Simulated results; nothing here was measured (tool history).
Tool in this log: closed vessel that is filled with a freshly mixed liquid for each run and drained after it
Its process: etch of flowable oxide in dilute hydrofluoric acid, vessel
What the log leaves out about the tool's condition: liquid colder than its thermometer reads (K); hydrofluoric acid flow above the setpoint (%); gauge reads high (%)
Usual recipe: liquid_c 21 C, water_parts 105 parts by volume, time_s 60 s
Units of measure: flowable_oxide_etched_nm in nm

| run | day | liquid_c | water_parts | time_s | wafers since the last listed run | hours since the thermometer was replaced | hours since the hydrofluoric acid flow meter was replaced | hours since the gauge calibration | read-back film thickness of the flowable oxide reference wafer, read on the same gauge (nm) | flowable_oxide_etched_nm |
|---|---|---|---|---|---|---|---|---|---|---|
| 1 | 0 | 21 | 105 | 60 | 0 | 1793 | 716.2 | 222.2 | 129.96 | 17.22 |
| 2 | 1.85 | 21 | 105 | 60 | 4419 | 1837.4 | 760.6 | 266.6 | 130 | 16.93 |
| 3 | 6.333 | 18 | 105 | 60 | 10711 | 1945 | 868.2 | 374.2 | 129.99 | 15.09 |
| 4 | 10.796 | 21 | 75 | 60 | 10661 | 2052.1 | 975.3 | 481.3 | 129.99 | 24.34 |
| 5 | 13.979 | 21 | 75 | 60 | 7605 | 2128.5 | 1051.7 | 557.7 | 129.98 | 24.19 |
| 6 | 17.238 | 21 | 75 | 60 | 7784 | 2206.7 | 1129.9 | 635.9 | 129.98 | 24.62 |
| 7 | 21.667 | 21 | 105 | 35 | 10581 | 2313 | 1236.2 | 742.2 | 129.99 | 9.83 |
|  | 22.017 | thermometer replaced |
| 8 | 24.317 | 21 | 105 | 35 | 6231 | 55.2 | 1299.8 | 805.8 | 130.01 | 10.53 |
| 9 | 26.458 | 21 | 145 | 60 | 5116 | 106.6 | 1351.2 | 857.2 | 129.96 | 12.56 |
| 10 | 30.033 | 21 | 135 | 60 | 8540 | 192.4 | 1437 | 943 | 129.99 | 13.5 |
| 11 | 33.204 | 25 | 105 | 85 | 7575 | 268.5 | 1513.1 | 1019.1 | 129.97 | 29.69 |
| 12 | 34.712 | 21 | 105 | 60 | 3603 | 304.7 | 1549.3 | 1055.3 | 130.01 | 17.77 |
| 13 | 37.117 | 21 | 65 | 60 | 5743 | 362.4 | 1607 | 1113 | 130.01 | 30.73 |
|  | 44.467 | gauge calibrated |
|  | 44.817 | hydrofluoric acid flow meter replaced |
| 14 | 46.125 | 21 | 105 | 60 | 21422 | 578.6 | 31.4 | 39.8 | 130 | 16.99 |
| 15 | 47.796 | 17 | 140 | 35 | 3991 | 618.7 | 71.5 | 79.9 | 130.02 | 6.13 |
| 16 | 50.467 | 21 | 150 | 75 | 6380 | 682.8 | 135.6 | 144 | 130 | 14.14 |
| 17 | 54.283 | 18 | 105 | 60 | 9118 | 774.4 | 227.2 | 235.6 | 130.01 | 15.12 |
| 18 | 58.342 | 18 | 150 | 60 | 9695 | 871.8 | 324.6 | 333 | 129.99 | 9.97 |
| 19 | 62.425 | 21 | 105 | 60 | 9755 | 969.8 | 422.6 | 431 | 129.98 | 17.4 |
| 20 | 66.388 | 21 | 150 | 60 | 9466 | 1064.9 | 517.7 | 526.1 | 129.98 | 11.09 |
| 21 | 68.667 | 22.5 | 120 | 35 | 5445 | 1119.6 | 572.4 | 580.8 | 129.96 | 9.09 |

Here are 5 independent what-if runs from the current tool condition. What would each one return?
| A | 68.696 | 21 | 105 | 60 | 69 | 1120.3 | 573.1 | 581.5 | ? | ? |
| B | 68.696 | 21 | 105 | 30 | 69 | 1120.3 | 573.1 | 581.5 | ? | ? |
| C | 68.696 | 21 | 125 | 60 | 69 | 1120.3 | 573.1 | 581.5 | ? | ? |
| D | 68.696 | 19.5 | 65 | 35 | 69 | 1120.3 | 573.1 | 581.5 | ? | ? |
| E | 68.696 | 19 | 130 | 60 | 69 | 1120.3 | 573.1 | 581.5 | ? | ? |

| run | read-back film thickness of the flowable oxide reference wafer, read on the same gauge (nm) | flowable_oxide_etched_nm |
|---|---|---|
| A | 130 | 17.09 |
| B | 130 | 8.55 |
| C | 130 | 14.05 |
| D | 130 | 15.82 |
| E | 130 | 12.39 |
Take away the tool's hidden state, keep each run's random variation, and the runs would have read:
| run | flowable_oxide_etched_nm |
|---|---|
| A | 17.44 |
| B | 8.72 |
| C | 14.33 |
| D | 16.17 |
| E | 12.64 |
